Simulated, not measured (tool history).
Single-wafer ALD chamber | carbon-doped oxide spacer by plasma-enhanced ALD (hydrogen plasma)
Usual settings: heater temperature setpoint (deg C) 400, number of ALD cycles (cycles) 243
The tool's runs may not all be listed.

run	day	heater temperature setpoint (deg C)	number of ALD cycles (cycles)	wafers since the last listed run	hours since the last thermocouple change	hours since the gauge calibration	read-back reference wafer on the same gauge, thickness_nm	mean film thickness on the monitor wafer (nm)
1	0.000	400	243	0	474.1	535.2	11.203	12.216
2	2.808	400	243	143	541.5	602.6	11.201	12.175
3	4.429	400	243	82	580.4	641.5	11.187	12.169
4	5.817	400	243	70	613.7	674.8	11.201	12.135
5	13.979	400	243	416	809.6	870.7	11.205	12.119
6	16.329	400	243	119	866.0	927.1	11.195	12.183
7	17.538	406	243	61	895.0	956.1	11.194	11.962
# day 22.138: thermocouple changed; heater temperature recalibrated
8	25.958	406	243	412	91.7	1158.2	11.191	11.992
# day 26.412: gauge calibrated
9	28.917	406	243	151	162.7	60.1	11.199	11.838
10	30.371	400	243	74	197.6	95.0	11.191	12.118
11	33.083	400	243	138	262.7	160.1	11.191	12.089
12	34.112	408	278	52	287.4	184.8	11.202	13.582
13	36.617	400	243	127	347.5	244.9	11.203	12.089
14	38.725	386	229	107	398.1	295.5	11.204	11.596
15	39.858	400	243	57	425.3	322.7	11.202	12.128
16	41.267	400	243	71	459.1	356.5	11.197	12.083
17	43.062	388	276	91	502.2	399.6	11.193	13.816
18	45.054	400	291	101	550.0	447.4	11.203	14.513
19	47.754	400	243	137	614.8	512.2	11.207	12.165
20	49.358	407	286	81	653.3	550.7	11.201	14.061
21	52.104	391	287	140	719.2	616.6	11.194	14.524
22	53.362	400	266	64	749.4	646.8	11.206	13.378
23	54.692	410	223	67	781.3	678.7	11.201	10.743
24	56.962	400	243	115	835.8	733.2	11.196	12.237

Forecast each of these 5 alternatives for the next run:
A	56.996	400	243	1	836.6	734.0	?	?
B	56.996	394	243	1	836.6	734.0	?	?
C	56.996	391	243	1	836.6	734.0	?	?
D	56.996	395	224	1	836.6	734.0	?	?
E	56.996	411	270	1	836.6	734.0	?	?

run	read-back reference wafer on the same gauge, thickness_nm	mean film thickness on the monitor wafer (nm)
A	11.191	12.224
B	11.191	12.224
C	11.191	12.224
D	11.191	11.268
E	11.191	13.071
Without the tool's hidden state the same runs would have given:
run	mean film thickness on the monitor wafer (nm)
A	12.224
B	12.224
C	12.224
D	11.268
E	13.071
